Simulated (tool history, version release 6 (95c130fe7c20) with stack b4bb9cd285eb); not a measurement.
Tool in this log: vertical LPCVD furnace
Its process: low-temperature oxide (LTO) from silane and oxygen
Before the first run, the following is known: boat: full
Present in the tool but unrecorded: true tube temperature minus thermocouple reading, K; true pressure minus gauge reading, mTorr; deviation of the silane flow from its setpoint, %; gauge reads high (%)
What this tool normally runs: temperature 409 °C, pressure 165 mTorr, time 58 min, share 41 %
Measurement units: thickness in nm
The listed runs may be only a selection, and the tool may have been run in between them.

run     day  temperature  pressure  time  share  wafers since the last listed run  hours since the last temperature calibration  hours since the pressure gauge was zeroed  hours since the silane flow controller was replaced  hours since the gauge calibration  read-back reference wafer on the same gauge, thickness  thickness
  1       0          409       165    58     41                                 0                                        2826.4                                       3508                                               2401.6                              315.9                                                  431.11     442.09
  2   0.654          409       165    58     41                               261                                        2842.1                                     3523.7                                               2417.3                              331.6                                                  431.36     441.34
  3   1.962          403       165    58     41                               523                                        2873.5                                     3555.1                                               2448.7                                363                                                   431.3     414.97
  4   3.046          403       165    58     41                               433                                        2899.5                                     3581.1                                               2474.7                                389                                                   430.8     415.77
  5   4.196          409       165    58     41                               459                                        2927.1                                     3608.7                                               2502.3                              416.6                                                  431.34     441.08
  6   5.379          409       165    58     47                               473                                        2955.5                                     3637.1                                               2530.7                                445                                                  431.16     508.84
      6.404  -- pressure gauge zeroed
  7   6.425          409       165    58     47                                18                                        2980.6                                        0.5                                               2555.8                              470.1                                                  430.51     508.32
  8   6.617          409       165    58     46                                76                                        2985.2                                        5.1                                               2560.4                              474.7                                                  431.12     499.92
      6.625  -- gauge calibrated
  9   7.175          409       165    58     41                               223                                        2998.6                                       18.5                                               2573.8                               13.2                                                  430.78     441.97
 10   8.538          409       165    58     41                               544                                        3031.3                                       51.2                                               2606.5                               45.9                                                  431.37     443.13
      9.558  -- thermocouples replaced and temperature profile calibrated
 11   9.579          409       165  75.5     41                                16                                           0.5                                       76.2                                               2631.5                               70.9                                                  431.26      574.6
 12  12.962          409       165    58     41                              1352                                          81.7                                      157.4                                               2712.7                              152.1                                                  430.79     445.07
 13  14.096          417       190    73     49                               453                                         108.9                                      184.6                                               2739.9                              179.3                                                  430.83      829.9
     15.408  -- silane flow controller replaced
 14  15.429          402       130  43.5     33                               133                                         140.9                                      216.6                                                  0.5                              211.3                                                  431.09     183.93
 15  15.621          409       165  48.5     48                                76                                         145.5                                      221.2                                                  5.1                              215.9                                                  431.46     434.15
 16  16.458          405       165  64.5     45                               334                                         165.6                                      241.3                                                 25.2                                236                                                  430.39     520.51
 17  17.938          399       140    38     35                               591                                         201.1                                      276.8                                                 60.7                              271.5                                                  430.63     181.37
 18  18.458          409       165    58     47                               208                                         213.6                                      289.3                                                 73.2                                284                                                  431.26     507.33
 19  19.054          404       165    39     34                               238                                         227.9                                      303.6                                                 87.5                              298.3                                                  430.86     222.84
 20  20.338          409       165    58     41                               513                                         258.7                                      334.4                                                118.3                              329.1                                                  431.15     440.85

Each row is a separate what-if for the run after 20, all from the same tool condition, not one after another. Results?
  A  20.533          418       165    58     41                                78                                         263.4                                      339.1                                                  123                              333.8                                                       ?          ?
  B  20.533          409       175    37     41                                78                                         263.4                                      339.1                                                  123                              333.8                                                       ?          ?
  C  20.533          409       155    58     41                                78                                         263.4                                      339.1                                                  123                              333.8                                                       ?          ?
  D  20.533          416       135    58     41                                78                                         263.4                                      339.1                                                  123                              333.8                                                       ?          ?
  E  20.533          409       165    75     43                                78                                         263.4                                      339.1                                                  123                              333.8                                                       ?          ?

run  read-back reference wafer on the same gauge, thickness  thickness
  A                                                  430.98     486.68
  B                                                  430.98     299.92
  C                                                  430.98     416.41
  D                                                  430.98     390.12
  E                                                  430.98     603.89
Stripped of hidden state, with their random variation kept, the same runs would have yielded:
run  thickness
  A     486.68
  B     299.92
  C     416.41
  D     390.12
  E     603.89
